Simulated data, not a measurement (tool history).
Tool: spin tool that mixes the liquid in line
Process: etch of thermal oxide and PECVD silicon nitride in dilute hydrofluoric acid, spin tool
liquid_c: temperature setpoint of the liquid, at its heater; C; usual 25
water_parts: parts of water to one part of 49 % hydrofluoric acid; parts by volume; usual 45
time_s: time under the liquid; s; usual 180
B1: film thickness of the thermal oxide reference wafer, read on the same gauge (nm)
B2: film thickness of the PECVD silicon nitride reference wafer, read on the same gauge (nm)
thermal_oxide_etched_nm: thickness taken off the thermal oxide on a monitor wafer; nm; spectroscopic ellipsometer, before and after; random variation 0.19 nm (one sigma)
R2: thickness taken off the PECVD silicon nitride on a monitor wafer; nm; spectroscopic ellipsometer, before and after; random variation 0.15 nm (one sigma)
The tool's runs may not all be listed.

{"run": 1, "hour": 0.0, "liquid_c": 25, "water_parts": 45, "time_s": 180, "B1": 90.05, "B2": 49.99, "thermal_oxide_etched_nm": 19.51, "R2": 16.57}
{"run": 2, "hour": 14.7, "liquid_c": 25, "water_parts": 45, "time_s": 180, "B1": 89.99, "B2": 49.99, "thermal_oxide_etched_nm": 19.38, "R2": 16.43}
{"run": 3, "hour": 65.2, "liquid_c": 25, "water_parts": 45, "time_s": 180, "B1": 89.98, "B2": 50, "thermal_oxide_etched_nm": 19.31, "R2": 16.4}
{"run": 4, "hour": 86.4, "liquid_c": 23, "water_parts": 45, "time_s": 180, "B1": 89.98, "B2": 49.98, "thermal_oxide_etched_nm": 17.64, "R2": 14.46}
{"run": 5, "hour": 111.1, "liquid_c": 23, "water_parts": 45, "time_s": 180, "B1": 90.01, "B2": 50, "thermal_oxide_etched_nm": 17.74, "R2": 14.37}
{"run": 6, "hour": 128.3, "liquid_c": 23, "water_parts": 45, "time_s": 180, "B1": 90.04, "B2": 49.99, "thermal_oxide_etched_nm": 17.69, "R2": 14.09}
{"run": 7, "hour": 148.5, "liquid_c": 25, "water_parts": 45, "time_s": 180, "B1": 90.01, "B2": 50.02, "thermal_oxide_etched_nm": 19.18, "R2": 16.24}
{"run": 8, "hour": 182.5, "liquid_c": 25, "water_parts": 45, "time_s": 180, "B1": 89.98, "B2": 49.98, "thermal_oxide_etched_nm": 18.94, "R2": 16.45}
{"hour": 184.6, "done": "hydrofluoric acid flow meter replaced"}
{"run": 9, "hour": 199.6, "liquid_c": 25, "water_parts": 45, "time_s": 180, "B1": 89.99, "B2": 50.02, "thermal_oxide_etched_nm": 21.66, "R2": 18.09}
{"run": 10, "hour": 227.4, "liquid_c": 25, "water_parts": 45, "time_s": 180, "B1": 89.97, "B2": 49.98, "thermal_oxide_etched_nm": 20.95, "R2": 18.12}
{"run": 11, "hour": 259.7, "liquid_c": 21, "water_parts": 50, "time_s": 180, "B1": 90, "B2": 50.03, "thermal_oxide_etched_nm": 16.3, "R2": 12.47}
{"run": 12, "hour": 285.4, "liquid_c": 27, "water_parts": 45, "time_s": 285, "B1": 90, "B2": 49.98, "thermal_oxide_etched_nm": 36.75, "R2": 32.67}
{"run": 13, "hour": 300.5, "liquid_c": 27, "water_parts": 45, "time_s": 180, "B1": 90, "B2": 49.97, "thermal_oxide_etched_nm": 23.08, "R2": 20.53}
{"run": 14, "hour": 322.5, "liquid_c": 21, "water_parts": 55, "time_s": 250, "B1": 90.03, "B2": 49.97, "thermal_oxide_etched_nm": 20.13, "R2": 15.68}
{"hour": 324.2, "done": "thermometer replaced"}
{"run": 15, "hour": 357.3, "liquid_c": 26.5, "water_parts": 45, "time_s": 180, "B1": 90, "B2": 50.01, "thermal_oxide_etched_nm": 22.48, "R2": 19.64}
{"run": 16, "hour": 374.0, "liquid_c": 25, "water_parts": 45, "time_s": 180, "B1": 89.99, "B2": 50.03, "thermal_oxide_etched_nm": 21.29, "R2": 17.83}
{"run": 17, "hour": 392.8, "liquid_c": 25, "water_parts": 45, "time_s": 180, "B1": 90, "B2": 50.03, "thermal_oxide_etched_nm": 21.04, "R2": 17.99}
{"run": 18, "hour": 406.6, "liquid_c": 27, "water_parts": 45, "time_s": 180, "B1": 90.02, "B2": 49.97, "thermal_oxide_etched_nm": 23.18, "R2": 20.29}
{"hour": 413.4, "done": "gauge calibrated"}
{"run": 19, "hour": 430.5, "liquid_c": 25, "water_parts": 45, "time_s": 95, "B1": 89.98, "B2": 50.01, "thermal_oxide_etched_nm": 11.17, "R2": 9.37}
{"run": 20, "hour": 449.1, "liquid_c": 25, "water_parts": 45, "time_s": 180, "B1": 90.03, "B2": 49.99, "thermal_oxide_etched_nm": 20.91, "R2": 18.09}
{"run": 21, "hour": 469.0, "liquid_c": 20, "water_parts": 55, "time_s": 180, "B1": 89.95, "B2": 49.97, "thermal_oxide_etched_nm": 13.9, "R2": 10.38}
{"run": 22, "hour": 489.6, "liquid_c": 25, "water_parts": 40, "time_s": 180, "B1": 90, "B2": 49.99, "thermal_oxide_etched_nm": 24.06, "R2": 19.84}
{"run": 23, "hour": 501.9, "liquid_c": 20.5, "water_parts": 55, "time_s": 180, "B1": 89.99, "B2": 50, "thermal_oxide_etched_nm": 13.93, "R2": 10.71}
{"run": 24, "hour": 514.7, "liquid_c": 25, "water_parts": 35, "time_s": 180, "B1": 89.97, "B2": 50, "thermal_oxide_etched_nm": 27.02, "R2": 22.74}
{"run": 25, "hour": 558.2, "liquid_c": 25, "water_parts": 45, "time_s": 180, "B1": 89.96, "B2": 50.03, "thermal_oxide_etched_nm": 20.57, "R2": 17.6}

Hidden state or all else? Some run-to-run changes of thermal_oxide_etched_nm, split into what the settings, what came in and random variation would give without the hidden state, and what is left for the hidden state (with any gauge scatter that isn't in both results):
The hidden state here: liquid hotter than its thermometer reads (K); hydrofluoric acid flow below the setpoint (%); gauge reads high (%).
Run 8 -> 9: hydrofluoric acid flow meter replaced. thermal_oxide_etched_nm +2.72 nm: hidden state +2.29, all else +0.43.
Run 11 -> 12: liquid_c 21 -> 27, water_parts 50 -> 45, time_s 180 -> 285. thermal_oxide_etched_nm +20.45 nm: hidden state -0.56, all else +21.01.
Run 12 -> 13: time_s 285 -> 180. thermal_oxide_etched_nm -13.67 nm: hidden state +0.31, all else -13.98.
Run 23 -> 24: liquid_c 20.5 -> 25, water_parts 55 -> 35. thermal_oxide_etched_nm +13.09 nm: hidden state -0.6, all else +13.69.
